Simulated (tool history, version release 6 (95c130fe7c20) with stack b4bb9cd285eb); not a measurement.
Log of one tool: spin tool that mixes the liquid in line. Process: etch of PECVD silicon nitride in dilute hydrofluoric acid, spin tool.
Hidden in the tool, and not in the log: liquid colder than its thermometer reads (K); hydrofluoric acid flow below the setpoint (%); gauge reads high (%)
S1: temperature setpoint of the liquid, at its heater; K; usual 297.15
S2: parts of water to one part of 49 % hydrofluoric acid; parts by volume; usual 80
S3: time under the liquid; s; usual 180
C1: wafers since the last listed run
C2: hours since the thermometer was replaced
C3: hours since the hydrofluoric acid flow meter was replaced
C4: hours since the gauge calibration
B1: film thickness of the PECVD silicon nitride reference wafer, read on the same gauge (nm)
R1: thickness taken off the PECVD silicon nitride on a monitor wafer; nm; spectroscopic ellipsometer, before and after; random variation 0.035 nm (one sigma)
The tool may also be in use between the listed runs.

Run 1, hour 0.0: usual settings but S1 298.65 K; C1 0; C2 1420.2; C3 133.7; C4 50.3; B1 29.98. Result: R1 6.77 nm.
Run 2, hour 46.6: usual settings but S1 298.65 K; C1 434; C2 1466.8; C3 180.3; C4 96.9; B1 30.00. Result: R1 6.78 nm.
Run 3, hour 106.5: usual settings but S1 298.65 K; C1 558; C2 1526.7; C3 240.2; C4 156.8; B1 30.00. Result: R1 6.81 nm.
Run 4, hour 179.0: usual settings; C1 675; C2 1599.2; C3 312.7; C4 229.3; B1 30.00. Result: R1 6.17 nm.
Run 5, hour 286.8: usual settings; C1 1004; C2 1707.0; C3 420.5; C4 337.1; B1 29.99. Result: R1 6.07 nm.
Run 6, hour 362.1: usual settings but S1 294.65 K; C1 701; C2 1782.3; C3 495.8; C4 412.4; B1 29.99. Result: R1 5.16 nm.
At hour 465.8: thermometer replaced.
At hour 558.7: hydrofluoric acid flow meter replaced.
Run 7, hour 674.2: usual settings but S2 100 parts by volume; C1 2889; C2 208.4; C3 115.5; C4 724.5; B1 29.98. Result: R1 5.11 nm.
Run 8, hour 756.3: usual settings but S2 45 parts by volume; C1 765; C2 290.5; C3 197.6; C4 806.6; B1 30.00. Result: R1 11.18 nm.
Run 9, hour 807.8: usual settings; C1 479; C2 342.0; C3 249.1; C4 858.1; B1 30.00. Result: R1 6.34 nm.
Run 10, hour 858.7: usual settings but S1 301.15 K, S2 45 parts by volume, S3 150 s; C1 474; C2 392.9; C3 300.0; C4 909.0; B1 30.00. Result: R1 12.17 nm.
Run 11, hour 935.5: usual settings but S2 40 parts by volume, S3 130 s; C1 715; C2 469.7; C3 376.8; C4 985.8; B1 29.99. Result: R1 9.10 nm.
At hour 950.2: gauge calibrated.
Run 12, hour 1012.0: usual settings but S1 298.65 K, S2 95 parts by volume, S3 140 s; C1 712; C2 546.2; C3 453.3; C4 61.8; B1 30.03. Result: R1 4.58 nm.
Run 13, hour 1077.7: usual settings but S1 292.65 K, S2 45 parts by volume, S3 95 s; C1 612; C2 611.9; C3 519.0; C4 127.5; B1 30.00. Result: R1 4.27 nm.
Run 14, hour 1183.0: usual settings but S1 299.15 K, S2 45 parts by volume; C1 981; C2 717.2; C3 624.3; C4 232.8; B1 29.98. Result: R1 12.69 nm.
Run 15, hour 1261.1: usual settings but S1 292.65 K, S2 95 parts by volume, S3 100 s; C1 727; C2 795.3; C3 702.4; C4 310.9; B1 29.99. Result: R1 2.17 nm.

Forecast each of these 4 alternatives for the next run:
Run A, hour 1261.6: usual settings; C1 4; C2 795.8; C3 702.9; C4 311.4; B1 ?. Result: R1 ?.
Run B, hour 1261.6: usual settings but S1 301.15 K, S2 45 parts by volume, S3 95 s; C1 4; C2 795.8; C3 702.9; C4 311.4; B1 ?. Result: R1 ?.
Run C, hour 1261.6: usual settings but S1 300.65 K, S3 105 s; C1 4; C2 795.8; C3 702.9; C4 311.4; B1 ?. Result: R1 ?.
Run D, hour 1261.6: usual settings but S1 293.15 K, S2 95 parts by volume, S3 245 s; C1 4; C2 795.8; C3 702.9; C4 311.4; B1 ?. Result: R1 ?.

run     B1    R1
  A  29.99  6.20
  B  29.99  7.52
  C  29.99  4.56
  D  29.99  5.44
Without the tool's hidden state the same runs would have given:
run    R1
  A  6.44
  B  7.81
  C  4.73
  D  5.66
